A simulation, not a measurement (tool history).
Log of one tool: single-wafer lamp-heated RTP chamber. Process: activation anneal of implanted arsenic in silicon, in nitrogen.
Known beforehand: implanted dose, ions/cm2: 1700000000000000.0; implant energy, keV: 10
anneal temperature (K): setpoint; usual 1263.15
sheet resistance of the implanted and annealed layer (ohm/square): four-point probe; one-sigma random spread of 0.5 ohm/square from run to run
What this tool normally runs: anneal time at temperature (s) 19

run   hour  anneal temperature (K)  anneal time at temperature (s)  read-back reference wafer on the same gauge, sheet resistance  sheet resistance of the implanted and annealed layer (ohm/square)
  1    0.0                 1246.15                              19                                                         132.88                                                             172.45
  2   19.4                 1246.15                              19                                                         132.94                                                             171.96
      20.8  -- gauge calibrated
  3   47.2                 1249.15                              19                                                         132.97                                                             168.16
  4   78.3                 1249.15                              19                                                         133.10                                                             167.09
  5  110.2                 1263.15                              19                                                         133.01                                                             151.27
     121.0  -- pyrometer window cleaned and pyrometer calibrated
  6  142.1                 1263.15                              19                                                         133.27                                                             155.54
  7  171.9                 1273.15                              19                                                         132.76                                                             144.51
  8  205.1                 1263.15                              12                                                         132.89                                                             167.76
  9  234.7                 1263.15                              12                                                         133.03                                                             167.07
 10  266.4                 1263.15                              19                                                         132.98                                                             150.92
     298.4  -- pyrometer window cleaned and pyrometer calibrated
 11  298.9                 1263.15                              19                                                         132.96                                                             156.24
 12  314.9                 1263.15                              19                                                         132.99                                                             155.98
 13  333.2                 1263.15                              19                                                         132.91                                                             155.77
 14  346.4                 1263.15                              19                                                         133.02                                                             155.16
 15  399.9                 1245.15                              16                                                         133.07                                                             175.82
 16  412.5                 1245.15                              16                                                         132.86                                                             176.17
 17  429.9                 1291.15                              26                                                         133.15                                                             116.92
 18  457.6                 1263.15                              26                                                         132.89                                                             140.17
     469.7  -- pyrometer window cleaned and pyrometer calibrated
 19  479.4                 1249.15                              12                                                         133.05                                                             182.19
 20  513.8                 1277.15                              24                                                         133.03                                                             132.93
 21  529.1                 1249.15                              19                                                         132.98                                                             168.64
     551.6  -- reflector plate cleaned
     585.0  -- gauge calibrated
 22  622.9                 1251.15                              13                                                         133.16                                                             174.87
     646.7  -- pyrometer window cleaned and pyrometer calibrated
 23  649.0                 1276.15                              19                                                         132.92                                                             142.12
 24  675.6                 1263.15                              19                                                         133.04                                                             154.52
 25  701.7                 1263.15                              19                                                         132.98                                                             153.81
 26  719.3                 1249.15                              11                                                         132.83                                                             183.81
 27  751.0                 1263.15                              19                                                         132.93                                                             152.69
 28  763.7                 1233.15                               8                                                         132.90                                                             202.85
 29  779.5                 1242.15                              27                                                         132.94                                                             161.93
 30  795.4                 1237.15                              14                                                         132.89                                                             184.84
     807.4  -- pyrometer window cleaned and pyrometer calibrated
 31  826.9                 1263.15                              12                                                         133.07                                                             168.97
 32  850.5                 1263.15                              19                                                         132.97                                                             154.05

3 options for the next run, each taken on its own from the tool as it stands now. Forecast them:
  A  850.9                 1250.15                              19                                                              ?                                                                  ?
  B  850.9                 1283.15                              19                                                              ?                                                                  ?
  C  850.9                 1291.15                              14                                                              ?                                                                  ?

run  read-back reference wafer on the same gauge, sheet resistance  sheet resistance of the implanted and annealed layer (ohm/square)
  A                                                         133.05                                                             168.15
  B                                                         133.05                                                             135.33
  C                                                         133.05                                                             137.80
Stripped of hidden state, with their random variation kept, the same runs would have yielded:
run  sheet resistance of the implanted and annealed layer (ohm/square)
  A                                                             170.40
  B                                                             137.36
  C                                                             139.77
